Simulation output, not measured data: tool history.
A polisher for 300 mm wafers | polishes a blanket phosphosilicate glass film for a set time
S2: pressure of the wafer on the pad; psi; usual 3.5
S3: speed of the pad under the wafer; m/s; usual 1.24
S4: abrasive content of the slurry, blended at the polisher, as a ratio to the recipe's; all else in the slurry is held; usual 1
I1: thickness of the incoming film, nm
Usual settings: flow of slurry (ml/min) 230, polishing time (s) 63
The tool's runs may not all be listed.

run 1 hour=0 | flow_of_slurry_(ml/min)=230 S2=3.5 S3=1.24 S4=1 polishing_time_(s)=63 | I1=3572.2 | film_removed_(nm)=807.9
run 2 hour=7 | flow_of_slurry_(ml/min)=230 S2=3.5 S3=1.24 S4=1 polishing_time_(s)=63 | I1=3532.2 | film_removed_(nm)=806.6
run 3 hour=24.8 | flow_of_slurry_(ml/min)=230 S2=3.5 S3=1.24 S4=1 polishing_time_(s)=63 | I1=3544.9 | film_removed_(nm)=777.5
run 4 hour=32.5 | flow_of_slurry_(ml/min)=230 S2=3.8 S3=1.24 S4=1 polishing_time_(s)=63 | I1=3510.3 | film_removed_(nm)=854.7
run 5 hour=40.5 | flow_of_slurry_(ml/min)=230 S2=3.8 S3=1.24 S4=1 polishing_time_(s)=63 | I1=3508.6 | film_removed_(nm)=843.1
run 6 hour=51.8 | flow_of_slurry_(ml/min)=230 S2=3.5 S3=1.24 S4=1 polishing_time_(s)=63 | I1=3531.3 | film_removed_(nm)=772.3
run 7 hour=67.4 | flow_of_slurry_(ml/min)=230 S2=3.5 S3=1.24 S4=1 polishing_time_(s)=63 | I1=3575.9 | film_removed_(nm)=760.6
-- hour=70.4 conditioning disc replaced and pad reconditioned
run 8 hour=76.1 | flow_of_slurry_(ml/min)=230 S2=3.5 S3=1.24 S4=1 polishing_time_(s)=63 | I1=3521.5 | film_removed_(nm)=743.8
-- hour=78.4 slurry blender recalibrated
-- hour=85.8 worn pad replaced by a new one
run 9 hour=86.2 | flow_of_slurry_(ml/min)=230 S2=3.5 S3=1.24 S4=1 polishing_time_(s)=63 | I1=3512.5 | film_removed_(nm)=802
run 10 hour=99.2 | flow_of_slurry_(ml/min)=170 S2=3.2 S3=0.92 S4=1 polishing_time_(s)=47 | I1=3529.3 | film_removed_(nm)=419.4
run 11 hour=109.9 | flow_of_slurry_(ml/min)=230 S2=3.5 S3=1.24 S4=1 polishing_time_(s)=63 | I1=3471.7 | film_removed_(nm)=797.1
run 12 hour=127.5 | flow_of_slurry_(ml/min)=230 S2=3.5 S3=1.24 S4=1 polishing_time_(s)=63 | I1=3546.9 | film_removed_(nm)=786.2
run 13 hour=137.7 | flow_of_slurry_(ml/min)=230 S2=3.5 S3=1.24 S4=1 polishing_time_(s)=63 | I1=3547.1 | film_removed_(nm)=799.2
-- hour=144.2 head pressure recalibrated
run 14 hour=147.8 | flow_of_slurry_(ml/min)=230 S2=3.5 S3=1.24 S4=1 polishing_time_(s)=63 | I1=3538 | film_removed_(nm)=791.3
run 15 hour=161.5 | flow_of_slurry_(ml/min)=230 S2=3.5 S3=1.24 S4=1 polishing_time_(s)=70 | I1=3550.4 | film_removed_(nm)=858.3
run 16 hour=177.6 | flow_of_slurry_(ml/min)=230 S2=4.4 S3=1.24 S4=1 polishing_time_(s)=63 | I1=3457.2 | film_removed_(nm)=948.7
run 17 hour=189.6 | flow_of_slurry_(ml/min)=290 S2=3.5 S3=0.96 S4=1 polishing_time_(s)=63 | I1=3598.1 | film_removed_(nm)=618.6
run 18 hour=201.3 | flow_of_slurry_(ml/min)=230 S2=3.5 S3=1.24 S4=1.15 polishing_time_(s)=63 | I1=3493.8 | film_removed_(nm)=772.5
-- hour=207.8 conditioning disc replaced and pad reconditioned
-- hour=210.6 slurry nozzle cleaned
run 19 hour=211.7 | flow_of_slurry_(ml/min)=190 S2=4.2 S3=1.24 S4=0.75 polishing_time_(s)=69 | I1=3547.4 | film_removed_(nm)=833.3
run 20 hour=222 | flow_of_slurry_(ml/min)=230 S2=2.9 S3=1.24 S4=0.9 polishing_time_(s)=63 | I1=3536 | film_removed_(nm)=569.2
-- hour=229.1 worn pad replaced by a new one
run 21 hour=235.1 | flow_of_slurry_(ml/min)=230 S2=3.5 S3=1.24 S4=0.8 polishing_time_(s)=79 | I1=3540.1 | film_removed_(nm)=913.9
run 22 hour=280.2 | flow_of_slurry_(ml/min)=230 S2=3.5 S3=1.24 S4=0.9 polishing_time_(s)=63 | I1=3540.3 | film_removed_(nm)=749.2
run 23 hour=290.4 | flow_of_slurry_(ml/min)=230 S2=4.6 S3=1.06 S4=1 polishing_time_(s)=42 | I1=3502.4 | film_removed_(nm)=609.3
run 24 hour=299.9 | flow_of_slurry_(ml/min)=230 S2=3.5 S3=1.24 S4=1 polishing_time_(s)=63 | I1=3570.4 | film_removed_(nm)=775.1
run 25 hour=315.8 | flow_of_slurry_(ml/min)=230 S2=3.5 S3=1.24 S4=1 polishing_time_(s)=63 | I1=3513.8 | film_removed_(nm)=784.3

Forecast each of these 5 alternatives for the next run:
run A hour=316.2 | flow_of_slurry_(ml/min)=230 S2=3.5 S3=1.24 S4=1 polishing_time_(s)=63 | I1=3498.8 | film_removed_(nm)=?
run B hour=316.2 | flow_of_slurry_(ml/min)=270 S2=3.5 S3=0.96 S4=1 polishing_time_(s)=63 | I1=3498.8 | film_removed_(nm)=?
run C hour=316.2 | flow_of_slurry_(ml/min)=230 S2=3.5 S3=0.92 S4=1 polishing_time_(s)=63 | I1=3498.8 | film_removed_(nm)=?
run D hour=316.2 | flow_of_slurry_(ml/min)=230 S2=3.5 S3=1.24 S4=1 polishing_time_(s)=49 | I1=3498.8 | film_removed_(nm)=?
run E hour=316.2 | flow_of_slurry_(ml/min)=305 S2=3.5 S3=1.24 S4=1 polishing_time_(s)=63 | I1=3498.8 | film_removed_(nm)=?

run=A film_removed_(nm)=773.7
run=B film_removed_(nm)=641.9
run=C film_removed_(nm)=609.4
run=D film_removed_(nm)=601.8
run=E film_removed_(nm)=797.1
Without the tool's hidden state the same runs would have given:
run=A film_removed_(nm)=816.4
run=B film_removed_(nm)=677.4
run=C film_removed_(nm)=643
run=D film_removed_(nm)=635
run=E film_removed_(nm)=841.1
